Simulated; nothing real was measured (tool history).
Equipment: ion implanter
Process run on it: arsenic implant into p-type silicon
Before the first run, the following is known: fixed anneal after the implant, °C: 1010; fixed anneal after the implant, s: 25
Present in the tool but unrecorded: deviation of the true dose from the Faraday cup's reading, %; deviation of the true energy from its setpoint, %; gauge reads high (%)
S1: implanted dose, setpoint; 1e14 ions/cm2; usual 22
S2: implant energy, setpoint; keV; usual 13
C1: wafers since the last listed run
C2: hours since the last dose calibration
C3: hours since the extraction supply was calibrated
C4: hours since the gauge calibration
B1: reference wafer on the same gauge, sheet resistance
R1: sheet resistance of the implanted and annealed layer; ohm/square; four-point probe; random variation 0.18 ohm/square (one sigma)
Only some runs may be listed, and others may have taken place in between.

run   hour     S1    S2   C1      C2      C3     C4      B1      R1
  1      0  19.37    16    0  1001.7  4224.2   30.6  112.98  117.06
  2   12.7  19.37    16  188  1014.4  4236.9   43.3     113  117.19
  3   47.8  19.37    16  521  1049.5    4272   78.4  112.98  117.15
  4   81.8  23.86    13  504  1083.5    4306  112.4  113.02  117.86
  5    110  23.86    13  418  1111.7  4334.2  140.6  113.02   117.6
  6  139.3     22    13  434    1141  4363.5  169.9  112.99  119.29
  7  165.4     22    13  387  1167.1  4389.6    196  112.94  119.14
  8  192.4     22    13  400  1194.1  4416.6    223  112.95  119.14
  9  206.5     22    10  209  1208.2  4430.7  237.1  112.95  124.08
 10    223     22    10  244  1224.7  4447.2  253.6  112.99  124.08
 11  241.7     22    10  277  1243.4  4465.9  272.3  113.09  124.04
 12  272.6     22    13  458  1274.3  4496.8  303.2  113.01  119.11
 13  292.4     22    13  293  1294.1  4516.6    323     113  119.09
 14  305.7     22    13  197  1307.4  4529.9  336.3  112.96  119.24
 15  340.9     22  10.5  522  1342.6  4565.1  371.5  112.99  123.06
 16    374     22    13  491  1375.7  4598.2  404.6  113.01  119.15
 17  401.8     22    13  412  1403.5    4626  432.4  113.04  119.32
 18  424.2     22    13  332  1425.9  4648.4  454.8  112.98  119.34
 19  453.8  27.33    13  439  1455.5    4678  484.4  113.01  115.36
     497.8  -- extraction supply calibrated
 20  512.1  27.28   9.5  746  1513.8    14.3  542.7  112.97  121.03
     537.3  -- gauge calibrated
 21  540.1     22    13  415  1541.8    42.3    2.8  112.94  119.09
     552.8  -- Faraday cup replaced and dose calibrated
 22  558.4     22    11  152     5.6    60.6   21.1  113.03  122.36
 23  571.4  17.39    15  192    18.6    73.6   34.1     113  121.63
 24  602.5  18.37    13  461    49.7   104.7   65.2  112.96  123.56
 25  634.6     22     9  476    81.8   136.8   97.3  113.03   125.9
 26  649.1     22    13  215    96.3   151.3  111.8  113.01  119.05
 27    663  24.63    13  206   110.2   165.2  125.7  113.03  117.09
 28  685.1  27.62    10  328   132.3   187.3  147.8  113.04  119.74
 29  708.3  23.79    15  344   155.5   210.5    171  112.95  114.56
 30  723.1  27.17  15.5  219   170.3   225.3  185.8  113.03  111.28
 31  748.7  24.07  17.5  380   195.9   250.9  211.4  113.02  109.84
 32  762.9  20.11    13  210   210.1   265.1  225.6  113.03  120.92
 33  797.4     22    13  512   244.6   299.6  260.1   113.1  119.42
 34  809.9  24.72  10.5  185   257.1   312.1  272.6  113.04  121.17
 35  834.3  16.64  14.5  362   281.5   336.5    297  113.01  123.74
 36  860.9  28.16     9  394   308.1   363.1  323.6  113.01  120.62

Each row is a separate what-if for the run after 36, all from the same tool condition, not one after another. Results?
  A  861.3     22  13   5  308.5  363.5  324   ?   ?
  B  861.3  18.52  16   5  308.5  363.5  324   ?   ?
  C  861.3  18.37   9   5  308.5  363.5  324   ?   ?
  D  861.3  18.78  13   5  308.5  363.5  324   ?   ?

run      B1      R1
  A  112.91  119.25
  B  112.91  118.23
  C  112.91  130.12
  D  112.91  122.85
Had the tool no hidden state, the same runs would have come out as:
run      R1
  A  119.25
  B  118.23
  C  130.12
  D  122.85
